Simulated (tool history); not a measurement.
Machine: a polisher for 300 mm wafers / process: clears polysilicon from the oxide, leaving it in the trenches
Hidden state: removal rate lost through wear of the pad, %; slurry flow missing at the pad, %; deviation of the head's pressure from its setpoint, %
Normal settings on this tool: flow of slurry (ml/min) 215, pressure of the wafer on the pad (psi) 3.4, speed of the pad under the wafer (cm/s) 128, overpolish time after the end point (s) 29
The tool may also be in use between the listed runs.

run     day  flow of slurry (ml/min)  pressure of the wafer on the pad (psi)  speed of the pad under the wafer (cm/s)  overpolish time after the end point (s)  wafers since the last listed run  wafers polished on this pad  hours since the slurry nozzle was cleaned  hours since the head pressure was calibrated  incoming thickness of the incoming film, nm  time until the end point was called (s)
  1   0.000                      215                                     3.4                                      128                                       29                                 0                          560                                      325.0                                         442.5                                        564.0                                     36.6
  2   1.454                      215                                     3.4                                      128                                       29                               497                         1058                                      359.9                                         477.4                                        575.4                                     39.0
      1.754  -- worn pad replaced by a new one
  3   2.200                      215                                     3.4                                      128                                       29                               198                          152                                      377.8                                         495.3                                        567.1                                     37.6
  4   3.554                      215                                     3.4                                      144                                       29                               463                          616                                      410.3                                         527.8                                        568.0                                     36.2
  5   4.388                      215                                     3.4                                      156                                       29                               285                          901                                      430.3                                         547.8                                        573.5                                     33.6
      5.208  -- slurry nozzle cleaned
  6   5.383                      215                                     3.4                                      128                                       29                               326                         1227                                        4.2                                         571.7                                        570.4                                     35.4
      5.558  -- head pressure recalibrated
      6.175  -- worn pad replaced by a new one
  7   6.525                      215                                     3.4                                      128                                       29                               305                          120                                       31.6                                          23.2                                        566.8                                     32.1
  8   7.154                      215                                     3.4                                      148                                       29                               215                          335                                       46.7                                          38.3                                        579.2                                     29.8
  9   8.058                      215                                     3.4                                      128                                       45                               309                          645                                       68.4                                          60.0                                        576.7                                     34.5
 10   8.721                      215                                     3.4                                      128                                       29                               226                          872                                       84.3                                          75.9                                        570.4                                     33.1
      9.708  -- worn pad replaced by a new one
 11   9.871                      215                                     4.3                                      114                                       19                               336                           55                                      111.9                                         103.5                                        571.1                                     29.0
 12  11.954                      160                                     2.3                                      128                                       29                               713                          769                                      161.9                                         153.5                                        578.9                                     54.4
 13  12.758                      245                                     3.4                                      170                                       29                               275                         1044                                      181.2                                         172.8                                        567.1                                     28.5
 14  13.300                      215                                     3.4                                      128                                       29                               185                         1229                                      194.2                                         185.8                                        563.2                                     34.6

Consider 5 possible next runs. They are alternatives, not a sequence: every one starts from the tool as it was left by run 14. What does each give?
  A  13.317                      215                                     3.4                                      128                                       29                                 5                         1235                                      194.6                                         186.2                                        566.0                                        ?
  B  13.317                      250                                     3.4                                      150                                       29                                 5                         1235                                      194.6                                         186.2                                        566.0                                        ?
  C  13.317                      215                                     2.6                                      112                                       45                                 5                         1235                                      194.6                                         186.2                                        566.0                                        ?
  D  13.317                      260                                     3.4                                      128                                       29                                 5                         1235                                      194.6                                         186.2                                        566.0                                        ?
  E  13.317                      185                                     2.7                                      160                                       13                                 5                         1235                                      194.6                                         186.2                                        566.0                                        ?

run  time until the end point was called (s)
  A                                     33.8
  B                                     29.7
  C                                     48.2
  D                                     33.0
  E                                     37.3
Take away the tool's hidden state, keep each run's random variation, and the runs would have read:
run  time until the end point was called (s)
  A                                     30.8
  B                                     27.2
  C                                     44.0
  D                                     30.2
  E                                     33.9
